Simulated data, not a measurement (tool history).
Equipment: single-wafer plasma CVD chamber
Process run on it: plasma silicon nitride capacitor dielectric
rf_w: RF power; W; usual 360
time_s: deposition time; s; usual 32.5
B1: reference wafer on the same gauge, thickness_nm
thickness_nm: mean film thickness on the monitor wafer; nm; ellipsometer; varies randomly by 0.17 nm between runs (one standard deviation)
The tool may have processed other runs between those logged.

Run 1, hour 0.0: usual settings but rf_w 410 W; B1 35.000. Result: thickness_nm 44.035 nm.
Run 2, hour 80.6: usual settings but rf_w 410 W; B1 34.977. Result: thickness_nm 43.989 nm.
Run 3, hour 144.5: usual settings but rf_w 410 W; B1 35.050. Result: thickness_nm 43.822 nm.
Run 4, hour 211.0: usual settings but rf_w 400 W; B1 35.014. Result: thickness_nm 43.456 nm.
Run 5, hour 459.8: usual settings but rf_w 400 W; B1 35.014. Result: thickness_nm 43.306 nm.
Run 6, hour 536.8: usual settings but rf_w 400 W; B1 35.049. Result: thickness_nm 43.559 nm.
Run 7, hour 636.7: usual settings; B1 35.067. Result: thickness_nm 42.115 nm.
Run 8, hour 704.2: usual settings; B1 35.037. Result: thickness_nm 42.176 nm.
Run 9, hour 801.3: usual settings; B1 34.972. Result: thickness_nm 42.222 nm.
Run 10, hour 885.9: usual settings; B1 34.972. Result: thickness_nm 42.306 nm.
Run 11, hour 942.8: usual settings; B1 34.957. Result: thickness_nm 42.135 nm.
Run 12, hour 990.0: usual settings; B1 35.009. Result: thickness_nm 41.914 nm.
Run 13, hour 1097.1: usual settings; B1 34.976. Result: thickness_nm 42.287 nm.
Run 14, hour 1194.4: usual settings but time_s 36.4 s; B1 35.025. Result: thickness_nm 47.024 nm.
Run 15, hour 1299.7: usual settings; B1 34.989. Result: thickness_nm 42.015 nm.
Run 16, hour 1386.0: usual settings; B1 34.958. Result: thickness_nm 41.806 nm.
Run 17, hour 1477.3: usual settings; B1 34.953. Result: thickness_nm 41.828 nm.
At hour 1558.1: RF generator calibrated.
Run 18, hour 1558.6: usual settings; B1 34.987. Result: thickness_nm 42.898 nm.
Run 19, hour 1664.1: usual settings; B1 34.969. Result: thickness_nm 42.817 nm.
Run 20, hour 1757.8: usual settings; B1 34.928. Result: thickness_nm 42.732 nm.
Run 21, hour 1851.1: usual settings but time_s 26.6 s; B1 34.996. Result: thickness_nm 34.869 nm.
At hour 1883.3: showerhead replaced.
Run 22, hour 1953.3: usual settings but rf_w 430 W, time_s 34.6 s; B1 35.000. Result: thickness_nm 47.716 nm.
At hour 2037.5: gauge calibrated.
Run 23, hour 2051.3: usual settings but rf_w 390 W, time_s 36.1 s; B1 35.050. Result: thickness_nm 48.257 nm.
Run 24, hour 2121.4: usual settings; B1 35.012. Result: thickness_nm 42.498 nm.
Run 25, hour 2160.2: usual settings but rf_w 295 W, time_s 29.3 s; B1 35.004. Result: thickness_nm 36.521 nm.
Run 26, hour 2229.5: usual settings but rf_w 390 W; B1 35.001. Result: thickness_nm 43.308 nm.
Run 27, hour 2318.7: usual settings but rf_w 300 W; B1 35.019. Result: thickness_nm 40.846 nm.
Run 28, hour 2406.0: usual settings but rf_w 290 W; B1 35.008. Result: thickness_nm 40.225 nm.
Run 29, hour 2446.6: usual settings; B1 35.030. Result: thickness_nm 42.303 nm.
Run 30, hour 2546.4: usual settings but rf_w 405 W; B1 34.989. Result: thickness_nm 43.782 nm.
Run 31, hour 2648.4: usual settings; B1 34.991. Result: thickness_nm 42.493 nm.
Run 32, hour 2746.1: usual settings but rf_w 400 W; B1 34.974. Result: thickness_nm 43.211 nm.
Run 33, hour 2791.1: usual settings; B1 35.028. Result: thickness_nm 42.199 nm.
Run 34, hour 2842.9: usual settings but rf_w 290 W; B1 35.004. Result: thickness_nm 40.262 nm.
Run 35, hour 2919.2: usual settings but rf_w 310 W, time_s 26.4 s; B1 34.970. Result: thickness_nm 33.162 nm.
Run 36, hour 3025.8: usual settings but rf_w 290 W, time_s 29.7 s; B1 35.000. Result: thickness_nm 37.119 nm.
Run 37, hour 3128.2: usual settings but rf_w 395 W, time_s 36.2 s; B1 34.970. Result: thickness_nm 48.214 nm.
Run 38, hour 3232.1: usual settings but rf_w 380 W, time_s 36.1 s; B1 35.024. Result: thickness_nm 47.326 nm.
Run 39, hour 3312.8: usual settings but rf_w 400 W, time_s 26.8 s; B1 35.009. Result: thickness_nm 35.646 nm.

Pick out some run-to-run changes in thickness_nm. Of each, how much would a tool without hidden state show as well, from the settings, what came in and chance, and how much is left for the hidden state and any gauge scatter not in both results compared?
What the log doesn't record here: delivered RF power above the setpoint (%); gauge reads high (%).
Run 17 -> 18: RF generator calibrated. thickness_nm +1.070 nm: hidden state +0.902, all else +0.168.
Run 21 -> 22: rf_w 360 -> 430, time_s 26.6 -> 34.6, showerhead replaced. thickness_nm +12.847 nm: hidden state -0.080, all else +12.927.
Run 36 -> 37: rf_w 290 -> 395, time_s 29.7 -> 36.2. thickness_nm +11.095 nm: hidden state -0.199, all else +11.294.
Run 38 -> 39: rf_w 380 -> 400, time_s 36.1 -> 26.8. thickness_nm -11.680 nm: hidden state +0.155, all else -11.835.
